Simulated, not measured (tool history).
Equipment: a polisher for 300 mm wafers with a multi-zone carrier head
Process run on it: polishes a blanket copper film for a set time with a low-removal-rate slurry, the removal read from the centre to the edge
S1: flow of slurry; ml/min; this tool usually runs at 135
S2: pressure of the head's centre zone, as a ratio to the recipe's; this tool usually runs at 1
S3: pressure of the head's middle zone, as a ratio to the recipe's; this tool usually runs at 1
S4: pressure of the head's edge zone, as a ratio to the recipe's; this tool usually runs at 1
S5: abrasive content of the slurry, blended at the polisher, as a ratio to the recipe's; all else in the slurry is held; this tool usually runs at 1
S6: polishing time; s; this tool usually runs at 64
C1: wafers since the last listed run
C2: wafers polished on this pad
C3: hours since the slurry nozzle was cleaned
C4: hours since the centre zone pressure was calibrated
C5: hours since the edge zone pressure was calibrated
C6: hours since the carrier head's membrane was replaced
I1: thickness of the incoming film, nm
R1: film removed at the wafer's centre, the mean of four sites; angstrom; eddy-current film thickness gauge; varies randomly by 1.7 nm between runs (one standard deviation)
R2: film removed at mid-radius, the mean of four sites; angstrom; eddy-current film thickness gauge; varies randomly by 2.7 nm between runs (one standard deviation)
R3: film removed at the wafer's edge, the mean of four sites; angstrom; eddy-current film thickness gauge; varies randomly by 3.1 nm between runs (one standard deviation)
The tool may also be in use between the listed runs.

run 1 hour=0 | S1=135 S2=1 S3=1 S4=1 S5=1 S6=64 | C1=0 C2=1402 C3=175.5 C4=81.8 C5=941.9 C6=494.9 | I1=1505.1 | R1=2275 R2=2158 R3=2240
run 2 hour=23 | S1=135 S2=0.92 S3=1 S4=1.03 S5=0.9 S6=64 | C1=309 C2=1711 C3=198.5 C4=104.8 C5=964.9 C6=517.9 | I1=1495.2 | R1=2017 R2=2124 R3=2251
run 3 hour=48.3 | S1=135 S2=1 S3=1 S4=1 S5=1.15 S6=64 | C1=340 C2=2051 C3=223.8 C4=130.1 C5=990.2 C6=543.2 | I1=1521.7 | R1=2294 R2=2149 R3=2314
-- hour=70.8 worn pad replaced by a new one
run 4 hour=71.3 | S1=145 S2=0.93 S3=0.97 S4=1 S5=1.3 S6=64 | C1=255 C2=6 C3=246.8 C4=153.1 C5=1013.2 C6=566.2 | I1=1520.1 | R1=2202 R2=2230 R3=2408
-- hour=86.6 slurry nozzle cleaned
run 5 hour=93.2 | S1=135 S2=1 S3=1 S4=1 S5=1 S6=64 | C1=280 C2=287 C3=6.6 C4=175 C5=1035.1 C6=588.1 | I1=1493.3 | R1=2356 R2=2218 R3=2333
run 6 hour=127 | S1=115 S2=1 S3=1 S4=0.97 S5=1.2 S6=77 | C1=454 C2=742 C3=40.4 C4=208.8 C5=1068.9 C6=621.9 | I1=1494.3 | R1=2814 R2=2611 R3=2827
run 7 hour=156.1 | S1=135 S2=1 S3=1 S4=1 S5=1 S6=64 | C1=391 C2=1133 C3=69.5 C4=237.9 C5=1098 C6=651 | I1=1500.1 | R1=2341 R2=2183 R3=2358
run 8 hour=189.9 | S1=135 S2=0.95 S3=1 S4=1 S5=1 S6=64 | C1=454 C2=1587 C3=103.3 C4=271.7 C5=1131.8 C6=684.8 | I1=1467.2 | R1=2244 R2=2150 R3=2322
run 9 hour=221.6 | S1=135 S2=1 S3=1 S4=1 S5=1 S6=64 | C1=426 C2=2013 C3=135 C4=303.4 C5=1163.5 C6=716.5 | I1=1495 | R1=2329 R2=2176 R3=2287
run 10 hour=236.6 | S1=135 S2=1 S3=1 S4=1 S5=0.75 S6=82 | C1=201 C2=2215 C3=150 C4=318.4 C5=1178.5 C6=731.5 | I1=1485 | R1=2762 R2=2635 R3=2742
run 11 hour=264 | S1=135 S2=1 S3=0.89 S4=1 S5=1 S6=75 | C1=368 C2=2583 C3=177.4 C4=345.8 C5=1205.9 C6=758.9 | I1=1499.7 | R1=2673 R2=2267 R3=2651
-- hour=280.4 worn pad replaced by a new one
-- hour=285.9 edge zone pressure recalibrated
-- hour=291.4 carrier head's membrane replaced by a new one
run 12 hour=292.9 | S1=150 S2=1 S3=1 S4=1 S5=1 S6=70 | C1=240 C2=74 C3=206.3 C4=374.7 C5=7 C6=1.5 | I1=1516.9 | R1=2516 R2=2428 R3=2482
run 13 hour=310.2 | S1=165 S2=1 S3=1 S4=1 S5=1 S6=64 | C1=232 C2=306 C3=223.6 C4=392 C5=24.3 C6=18.8 | I1=1491.2 | R1=2348 R2=2268 R3=2320
run 14 hour=333.9 | S1=135 S2=1 S3=1 S4=1 S5=1 S6=64 | C1=318 C2=625 C3=247.3 C4=415.7 C5=48 C6=42.5 | I1=1494.9 | R1=2172 R2=2108 R3=2269
-- hour=340.2 slurry nozzle cleaned
run 15 hour=363.6 | S1=135 S2=1 S3=1 S4=1.1 S5=1.15 S6=64 | C1=385 C2=1011 C3=23.4 C4=445.4 C5=77.7 C6=72.2 | I1=1504 | R1=2422 R2=2322 R3=2445
run 16 hour=379.1 | S1=135 S2=1 S3=1 S4=1 S5=1 S6=64 | C1=208 C2=1219 C3=38.9 C4=460.9 C5=93.2 C6=87.7 | I1=1492.9 | R1=2340 R2=2233 R3=2306
run 17 hour=408.8 | S1=135 S2=1.1 S3=0.89 S4=1.09 S5=1 S6=64 | C1=399 C2=1618 C3=68.6 C4=490.6 C5=122.9 C6=117.4 | I1=1501.8 | R1=2599 R2=1993 R3=2410
run 18 hour=428.7 | S1=135 S2=1.06 S3=1 S4=1 S5=0.75 S6=64 | C1=267 C2=1886 C3=88.5 C4=510.5 C5=142.8 C6=137.3 | I1=1488.3 | R1=2313 R2=2046 R3=2160
run 19 hour=441.1 | S1=135 S2=1 S3=1 S4=1 S5=1 S6=64 | C1=166 C2=2053 C3=100.9 C4=522.9 C5=155.2 C6=149.7 | I1=1505.9 | R1=2309 R2=2249 R3=2344
run 20 hour=474.6 | S1=135 S2=1.05 S3=1.03 S4=1.06 S5=1 S6=53 | C1=450 C2=2503 C3=134.4 C4=556.4 C5=188.7 C6=183.2 | I1=1520.9 | R1=2021 R2=1873 R3=1970
-- hour=501.8 worn pad replaced by a new one
run 21 hour=543.6 | S1=135 S2=1 S3=1.05 S4=1 S5=1 S6=64 | C1=873 C2=562 C3=203.4 C4=625.4 C5=257.7 C6=252.2 | I1=1526.8 | R1=2244 R2=2221 R3=2263

For some of the steps in R1 from one run to the next: how much would appear even if the tool had no hidden state, given the settings, what came in and random variation, and how much remains for the hidden state plus any gauge scatter that the measured result and the result without hidden state don't share?
Hidden state present: removal rate lost through wear of the pad, %; slurry flow missing at the pad, %; deviation of the centre zone's pressure from its setpoint, %; deviation of the edge zone's pressure from its setpoint, %.
Run 4 -> 5: S1 145 -> 135, S2 0.93 -> 1, S3 0.97 -> 1, S5 1.3 -> 1, slurry nozzle cleaned. R1 +154 angstrom: hidden state +157, all else -3.
Run 5 -> 6: S1 135 -> 115, S4 1 -> 0.97, S5 1 -> 1.2, S6 64 -> 77. R1 +458 angstrom: hidden state -6, all else +464.
Run 6 -> 7: S1 115 -> 135, S4 0.97 -> 1, S5 1.2 -> 1, S6 77 -> 64. R1 -473 angstrom: hidden state -4, all else -469.
Run 14 -> 15: S4 1 -> 1.1, S5 1 -> 1.15, slurry nozzle cleaned. R1 +250 angstrom: hidden state +159, all else +91.

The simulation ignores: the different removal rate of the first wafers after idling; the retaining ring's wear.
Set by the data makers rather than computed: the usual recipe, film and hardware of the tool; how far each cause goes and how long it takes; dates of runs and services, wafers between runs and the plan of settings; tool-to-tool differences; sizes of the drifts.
